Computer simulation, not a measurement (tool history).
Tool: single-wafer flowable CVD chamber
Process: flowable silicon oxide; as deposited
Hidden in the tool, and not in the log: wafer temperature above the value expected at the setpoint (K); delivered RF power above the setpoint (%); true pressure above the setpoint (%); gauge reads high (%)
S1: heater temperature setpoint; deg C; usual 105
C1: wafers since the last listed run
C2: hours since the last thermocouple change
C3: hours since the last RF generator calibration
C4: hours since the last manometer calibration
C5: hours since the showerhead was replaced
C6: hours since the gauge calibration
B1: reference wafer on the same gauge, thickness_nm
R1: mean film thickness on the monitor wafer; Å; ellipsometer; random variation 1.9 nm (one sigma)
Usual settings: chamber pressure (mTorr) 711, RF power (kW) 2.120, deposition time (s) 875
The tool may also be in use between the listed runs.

run 1 hour=0.0 | S1=105 chamber_pressure_(mTorr)=711 RF_power_(kW)=2.120 deposition_time_(s)=875 | C1=0 C2=1461.7 C3=1065.4 C4=1161.6 C5=5402.1 C6=58.2 | B1=400.021 | R1=4844.98
run 2 hour=15.5 | S1=105 chamber_pressure_(mTorr)=711 RF_power_(kW)=2.120 deposition_time_(s)=875 | C1=43 C2=1477.2 C3=1080.9 C4=1177.1 C5=5417.6 C6=73.7 | B1=400.682 | R1=4804.12
run 3 hour=24.3 | S1=105 chamber_pressure_(mTorr)=597 RF_power_(kW)=2.395 deposition_time_(s)=875 | C1=24 C2=1486.0 C3=1089.7 C4=1185.9 C5=5426.4 C6=82.5 | B1=400.397 | R1=4098.62
run 4 hour=38.9 | S1=105 chamber_pressure_(mTorr)=597 RF_power_(kW)=2.395 deposition_time_(s)=875 | C1=41 C2=1500.6 C3=1104.3 C4=1200.5 C5=5441.0 C6=97.1 | B1=401.769 | R1=4085.73
-- hour=46.9 gauge calibrated
run 5 hour=54.4 | S1=105 chamber_pressure_(mTorr)=711 RF_power_(kW)=2.120 deposition_time_(s)=875 | C1=43 C2=1516.1 C3=1119.8 C4=1216.0 C5=5456.5 C6=7.5 | B1=400.126 | R1=4813.99
run 6 hour=66.1 | S1=105 chamber_pressure_(mTorr)=626 RF_power_(kW)=2.120 deposition_time_(s)=875 | C1=33 C2=1527.8 C3=1131.5 C4=1227.7 C5=5468.2 C6=19.2 | B1=401.234 | R1=4268.02
-- hour=80.4 thermocouple changed; heater temperature recalibrated
run 7 hour=80.9 | S1=105 chamber_pressure_(mTorr)=786 RF_power_(kW)=2.120 deposition_time_(s)=875 | C1=19 C2=0.5 C3=1146.3 C4=1242.5 C5=5483.0 C6=34.0 | B1=400.860 | R1=4396.77
run 8 hour=84.1 | S1=105 chamber_pressure_(mTorr)=711 RF_power_(kW)=2.120 deposition_time_(s)=875 | C1=9 C2=3.7 C3=1149.5 C4=1245.7 C5=5486.2 C6=37.2 | B1=401.313 | R1=3920.54
-- hour=98.6 showerhead replaced
-- hour=107.4 capacitance manometer re-zeroed and calibrated
run 9 hour=107.9 | S1=105 chamber_pressure_(mTorr)=711 RF_power_(kW)=2.120 deposition_time_(s)=875 | C1=22 C2=27.5 C3=1173.3 C4=0.5 C5=9.3 C6=61.0 | B1=400.239 | R1=3976.26
-- hour=119.5 RF generator calibrated
run 10 hour=125.9 | S1=105 chamber_pressure_(mTorr)=542 RF_power_(kW)=2.245 deposition_time_(s)=875 | C1=28 C2=45.5 C3=6.4 C4=18.5 C5=27.3 C6=79.0 | B1=401.271 | R1=3115.46
run 11 hour=133.1 | S1=105 chamber_pressure_(mTorr)=815 RF_power_(kW)=2.120 deposition_time_(s)=761 | C1=20 C2=52.7 C3=13.6 C4=25.7 C5=34.5 C6=86.2 | B1=400.871 | R1=3973.82
run 12 hour=145.7 | S1=114 chamber_pressure_(mTorr)=840 RF_power_(kW)=2.435 deposition_time_(s)=744 | C1=35 C2=65.3 C3=26.2 C4=38.3 C5=47.1 C6=98.8 | B1=401.516 | R1=2978.42
-- hour=147.5 gauge calibrated
run 13 hour=161.5 | S1=105 chamber_pressure_(mTorr)=711 RF_power_(kW)=1.720 deposition_time_(s)=946 | C1=44 C2=81.1 C3=42.0 C4=54.1 C5=62.9 C6=14.0 | B1=401.121 | R1=4286.19
run 14 hour=179.1 | S1=105 chamber_pressure_(mTorr)=583 RF_power_(kW)=1.705 deposition_time_(s)=875 | C1=49 C2=98.7 C3=59.6 C4=71.7 C5=80.5 C6=31.6 | B1=400.345 | R1=3288.11
run 15 hour=190.1 | S1=105 chamber_pressure_(mTorr)=815 RF_power_(kW)=2.120 deposition_time_(s)=761 | C1=31 C2=109.7 C3=70.6 C4=82.7 C5=91.5 C6=42.6 | B1=401.715 | R1=4048.00

Measured less the same run without the tool's hidden state. The same run-to-run variation is in both; the gauge's scatter may not be:
run=1 R1=+848.95
run=2 R1=+843.81
run=3 R1=+720.85
run=4 R1=+720.14
run=5 R1=+850.39
run=6 R1=+755.19
run=7 R1=-14.81
run=8 R1=-8.13
run=9 R1=+29.02
run=10 R1=+43.91
run=11 R1=+66.53
run=12 R1=+58.64
run=13 R1=+115.00
run=14 R1=+107.86
run=15 R1=+147.47
